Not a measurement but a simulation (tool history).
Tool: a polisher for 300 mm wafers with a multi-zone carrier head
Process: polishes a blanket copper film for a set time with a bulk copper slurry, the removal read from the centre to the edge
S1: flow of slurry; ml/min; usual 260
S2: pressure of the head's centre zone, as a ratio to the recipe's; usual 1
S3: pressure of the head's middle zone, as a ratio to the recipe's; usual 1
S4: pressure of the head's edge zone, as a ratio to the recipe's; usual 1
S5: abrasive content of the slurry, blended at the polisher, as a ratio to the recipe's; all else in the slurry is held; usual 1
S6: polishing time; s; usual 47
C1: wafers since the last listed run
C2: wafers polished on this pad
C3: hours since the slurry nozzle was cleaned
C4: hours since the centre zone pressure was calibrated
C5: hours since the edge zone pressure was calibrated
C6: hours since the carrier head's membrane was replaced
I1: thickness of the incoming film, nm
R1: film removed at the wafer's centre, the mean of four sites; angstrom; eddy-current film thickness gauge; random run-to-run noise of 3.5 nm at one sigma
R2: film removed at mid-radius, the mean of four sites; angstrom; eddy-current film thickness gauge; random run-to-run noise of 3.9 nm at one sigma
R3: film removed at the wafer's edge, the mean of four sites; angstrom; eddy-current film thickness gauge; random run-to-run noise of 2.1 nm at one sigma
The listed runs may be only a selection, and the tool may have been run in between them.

{"run": 1, "day": 0.0, "S1": 260, "S2": 1, "S3": 1, "S4": 1, "S5": 0.9, "S6": 57, "C1": 0, "C2": 954, "C3": 550.9, "C4": 1005.1, "C5": 971.6, "C6": 741.3, "I1": 3846.7, "R1": 3215, "R2": 3326, "R3": 3410}
{"day": 0.862, "done": "worn pad replaced by a new one"}
{"run": 2, "day": 0.883, "S1": 260, "S2": 1, "S3": 1, "S4": 1, "S5": 1, "S6": 47, "C1": 219, "C2": 6, "C3": 572.1, "C4": 1026.3, "C5": 992.8, "C6": 762.5, "I1": 3809.8, "R1": 2995, "R2": 3030, "R3": 3191}
{"run": 3, "day": 1.492, "S1": 260, "S2": 1, "S3": 1, "S4": 1, "S5": 1, "S6": 47, "C1": 185, "C2": 192, "C3": 586.7, "C4": 1040.9, "C5": 1007.4, "C6": 777.1, "I1": 3833, "R1": 2993, "R2": 3023, "R3": 3153}
{"day": 1.962, "done": "edge zone pressure recalibrated"}
{"run": 4, "day": 2.175, "S1": 260, "S2": 1, "S3": 1, "S4": 1, "S5": 1, "S6": 52, "C1": 183, "C2": 376, "C3": 603.1, "C4": 1057.3, "C5": 5.1, "C6": 793.5, "I1": 3869.1, "R1": 3285, "R2": 3326, "R3": 3422}
{"run": 5, "day": 2.425, "S1": 260, "S2": 1, "S3": 1, "S4": 1, "S5": 1, "S6": 52, "C1": 76, "C2": 452, "C3": 609.1, "C4": 1063.3, "C5": 11.1, "C6": 799.5, "I1": 3886.3, "R1": 3271, "R2": 3302, "R3": 3434}
{"run": 6, "day": 2.917, "S1": 260, "S2": 1, "S3": 1, "S4": 1, "S5": 1, "S6": 47, "C1": 150, "C2": 602, "C3": 620.9, "C4": 1075.1, "C5": 22.9, "C6": 811.3, "I1": 3899.2, "R1": 2934, "R2": 2927, "R3": 3035}
{"run": 7, "day": 3.208, "S1": 260, "S2": 1, "S3": 1, "S4": 1, "S5": 1, "S6": 47, "C1": 89, "C2": 691, "C3": 627.9, "C4": 1082.1, "C5": 29.9, "C6": 818.3, "I1": 3819.3, "R1": 2923, "R2": 2903, "R3": 3037}
{"day": 3.479, "done": "slurry nozzle cleaned"}
{"day": 3.817, "done": "carrier head's membrane replaced by a new one"}
{"run": 8, "day": 3.838, "S1": 260, "S2": 1, "S3": 1, "S4": 1, "S5": 1, "S6": 52, "C1": 115, "C2": 807, "C3": 8.6, "C4": 1097.2, "C5": 45, "C6": 0.5, "I1": 3892.1, "R1": 3072, "R2": 3161, "R3": 3203}
{"run": 9, "day": 4.2, "S1": 260, "S2": 1, "S3": 1, "S4": 1, "S5": 0.9, "S6": 57, "C1": 110, "C2": 918, "C3": 17.3, "C4": 1105.9, "C5": 53.7, "C6": 9.2, "I1": 3871.8, "R1": 3290, "R2": 3313, "R3": 3360}
{"day": 4.775, "done": "worn pad replaced by a new one"}
{"run": 10, "day": 4.946, "S1": 260, "S2": 1, "S3": 1, "S4": 1, "S5": 1, "S6": 47, "C1": 177, "C2": 51, "C3": 35.2, "C4": 1123.8, "C5": 71.6, "C6": 27.1, "I1": 3875.3, "R1": 3063, "R2": 3085, "R3": 3122}
{"day": 5.475, "done": "centre zone pressure recalibrated"}
{"run": 11, "day": 5.496, "S1": 330, "S2": 1.12, "S3": 0.92, "S4": 1, "S5": 1, "S6": 47, "C1": 142, "C2": 194, "C3": 48.4, "C4": 0.5, "C5": 84.8, "C6": 40.3, "I1": 3806.3, "R1": 3356, "R2": 2938, "R3": 3170}
{"run": 12, "day": 5.954, "S1": 260, "S2": 1, "S3": 1, "S4": 0.92, "S5": 1, "S6": 34, "C1": 140, "C2": 334, "C3": 59.4, "C4": 11.5, "C5": 95.8, "C6": 51.3, "I1": 3851.7, "R1": 2161, "R2": 2115, "R3": 2144}
{"run": 13, "day": 6.4, "S1": 260, "S2": 1.07, "S3": 1, "S4": 1, "S5": 1, "S6": 47, "C1": 136, "C2": 470, "C3": 70.1, "C4": 22.2, "C5": 106.5, "C6": 62, "I1": 3828.1, "R1": 3136, "R2": 3012, "R3": 3066}
{"run": 14, "day": 6.771, "S1": 205, "S2": 0.92, "S3": 1, "S4": 1.05, "S5": 1, "S6": 35, "C1": 113, "C2": 584, "C3": 79, "C4": 31.1, "C5": 115.4, "C6": 70.9, "I1": 3813.1, "R1": 1979, "R2": 2108, "R3": 2258}
{"run": 15, "day": 7.071, "S1": 260, "S2": 1, "S3": 1, "S4": 1, "S5": 0.9, "S6": 57, "C1": 91, "C2": 675, "C3": 86.2, "C4": 38.3, "C5": 122.6, "C6": 78.1, "I1": 3800.8, "R1": 3378, "R2": 3484, "R3": 3534}
{"run": 16, "day": 7.575, "S1": 260, "S2": 1, "S3": 1, "S4": 1, "S5": 0.75, "S6": 54, "C1": 154, "C2": 830, "C3": 98.3, "C4": 50.4, "C5": 134.7, "C6": 90.2, "I1": 3865.7, "R1": 3004, "R2": 3102, "R3": 3159}
{"run": 17, "day": 8.221, "S1": 260, "S2": 1, "S3": 1.11, "S4": 1.06, "S5": 1, "S6": 47, "C1": 197, "C2": 1027, "C3": 113.8, "C4": 65.9, "C5": 150.2, "C6": 105.7, "I1": 3805.8, "R1": 2743, "R2": 3054, "R3": 2919}
{"run": 18, "day": 8.542, "S1": 205, "S2": 0.92, "S3": 1, "S4": 1.05, "S5": 1, "S6": 35, "C1": 98, "C2": 1125, "C3": 121.5, "C4": 73.6, "C5": 157.9, "C6": 113.4, "I1": 3801.8, "R1": 1802, "R2": 1915, "R3": 2069}
{"day": 9.096, "done": "worn pad replaced by a new one"}
{"run": 19, "day": 9.117, "S1": 260, "S2": 0.92, "S3": 1, "S4": 1.08, "S5": 1, "S6": 47, "C1": 124, "C2": 6, "C3": 135.3, "C4": 87.4, "C5": 171.7, "C6": 127.2, "I1": 3847.1, "R1": 2780, "R2": 2990, "R3": 3236}
{"run": 20, "day": 9.442, "S1": 260, "S2": 1, "S3": 1, "S4": 0.96, "S5": 1, "S6": 47, "C1": 99, "C2": 106, "C3": 143.1, "C4": 95.2, "C5": 179.5, "C6": 135, "I1": 3759.6, "R1": 3008, "R2": 3041, "R3": 3067}
{"run": 21, "day": 10.179, "S1": 260, "S2": 1, "S3": 1, "S4": 1.07, "S5": 1, "S6": 47, "C1": 225, "C2": 331, "C3": 160.8, "C4": 112.9, "C5": 197.2, "C6": 152.7, "I1": 3850.4, "R1": 3050, "R2": 3054, "R3": 3214}
{"run": 22, "day": 12.221, "S1": 190, "S2": 1.04, "S3": 1, "S4": 1, "S5": 1, "S6": 47, "C1": 624, "C2": 955, "C3": 209.8, "C4": 161.9, "C5": 246.2, "C6": 201.7, "I1": 3908.3, "R1": 2767, "R2": 2672, "R3": 2817}

Consider 3 possible next runs. They are alternatives, not a sequence: every one starts from the tool as it was left by run 22. What does each give?
{"run": "A", "day": 12.238, "S1": 260, "S2": 1, "S3": 1, "S4": 1, "S5": 1, "S6": 47, "C1": 5, "C2": 960, "C3": 210.2, "C4": 162.3, "C5": 246.6, "C6": 202.1, "I1": 3794.7, "R1": "?", "R2": "?", "R3": "?"}
{"run": "B", "day": 12.238, "S1": 330, "S2": 0.93, "S3": 0.91, "S4": 1, "S5": 1, "S6": 47, "C1": 5, "C2": 960, "C3": 210.2, "C4": 162.3, "C5": 246.6, "C6": 202.1, "I1": 3794.7, "R1": "?", "R2": "?", "R3": "?"}
{"run": "C", "day": 12.238, "S1": 345, "S2": 0.95, "S3": 1, "S4": 1, "S5": 1, "S6": 47, "C1": 5, "C2": 960, "C3": 210.2, "C4": 162.3, "C5": 246.6, "C6": 202.1, "I1": 3794.7, "R1": "?", "R2": "?", "R3": "?"}

run=A R1=2735 R2=2782 R3=2868
run=B R1=2635 R2=2629 R3=2921
run=C R1=2695 R2=2855 R3=2926
Take away the tool's hidden state, keep each run's random variation, and the runs would have read:
run=A R1=2983 R2=3034 R3=3128
run=B R1=2873 R2=2867 R3=3185
run=C R1=2939 R2=3114 R3=3191
